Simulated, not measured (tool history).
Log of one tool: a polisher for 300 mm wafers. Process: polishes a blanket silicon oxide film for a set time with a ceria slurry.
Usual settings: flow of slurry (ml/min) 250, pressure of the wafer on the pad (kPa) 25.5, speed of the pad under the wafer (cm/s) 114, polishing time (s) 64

run,hour,flow of slurry (ml/min),pressure of the wafer on the pad (kPa),speed of the pad under the wafer (cm/s),polishing time (s),wafers since the last listed run,wafers polished on this pad,hours since the slurry nozzle was cleaned,hours since the head pressure was calibrated,"incoming thickness of the incoming film, nm",film removed (Å)
1,0,250,25.5,114,59,0,6,570.2,698.2,1770.2,3792
2,23.8,250,25.5,114,59,151,158,594,722,1810.7,3741
3,73.9,250,25.5,114,59,319,478,644.1,772.1,1777.5,3630
4,93.9,250,25.5,114,64,127,605,664.1,792.1,1826.1,3957
5,122.6,250,25.5,114,64,183,789,692.8,820.8,1798.3,3878
6,142.8,250,25.5,114,64,128,918,713,841,1783.6,3850
# hour 172: worn pad replaced by a new one
7,175.2,250,25.5,114,64,181,20,745.4,873.4,1775.9,4073
8,205,250,25.5,114,64,190,210,775.2,903.2,1765.1,4046
# hour 235.4: slurry nozzle cleaned
9,236,250,25.5,114,64,191,402,0.6,934.2,1795.5,4460
# hour 329.3: worn pad replaced by a new one
10,329.8,250,25.5,114,64,573,3,94.4,1028,1785,4345
11,363.3,250,25.5,114,64,213,216,127.9,1061.5,1763.3,4329
12,387,250,25.5,114,64,151,368,151.6,1085.2,1825.7,4292
13,406.5,250,25.5,146,64,124,492,171.1,1104.7,1765.5,5462
# hour 418.6: head pressure recalibrated
14,435.7,220,25.5,114,64,173,666,200.3,17.1,1800.9,4144
15,467.7,250,25.5,88,64,204,870,232.3,49.1,1786.5,3164
# hour 493.2: worn pad replaced by a new one
16,498.5,205,25.5,114,64,171,34,263.1,79.9,1801.2,4051
17,518.3,250,33.1,76,43,126,160,282.9,99.7,1767.5,2409
18,548.9,250,20.7,114,78,195,355,313.5,130.3,1780.6,4065
19,561.2,250,25.5,114,64,78,434,325.8,142.6,1796.6,4167
20,578.4,215,25.5,114,51,109,544,343,159.8,1781.3,3179
21,611.1,290,25.5,114,50,208,752,375.7,192.5,1813.8,3245
# hour 681.9: worn pad replaced by a new one
22,698.8,250,30.3,84,72,534,107,463.4,280.2,1787.7,3987
23,723.1,250,25.5,114,59,155,262,487.7,304.5,1801.4,3738
24,755.6,250,34.5,96,64,207,470,520.2,337,1792.1,4529

3 ways to go on from here, each from the tool as it stands after run 24. What would each give?
A,756,250,25.5,114,83,2,472,520.6,337.4,1805.9,?
B,756,250,25.5,96,52,2,472,520.6,337.4,1805.9,?
C,756,315,20,114,64,2,472,520.6,337.4,1805.9,?

run,film removed (Å)
A,5131
B,2707
C,3242
What these runs would have given with no unlogged condition in the tool:
run,film removed (Å)
A,5811
B,3066
C,3597

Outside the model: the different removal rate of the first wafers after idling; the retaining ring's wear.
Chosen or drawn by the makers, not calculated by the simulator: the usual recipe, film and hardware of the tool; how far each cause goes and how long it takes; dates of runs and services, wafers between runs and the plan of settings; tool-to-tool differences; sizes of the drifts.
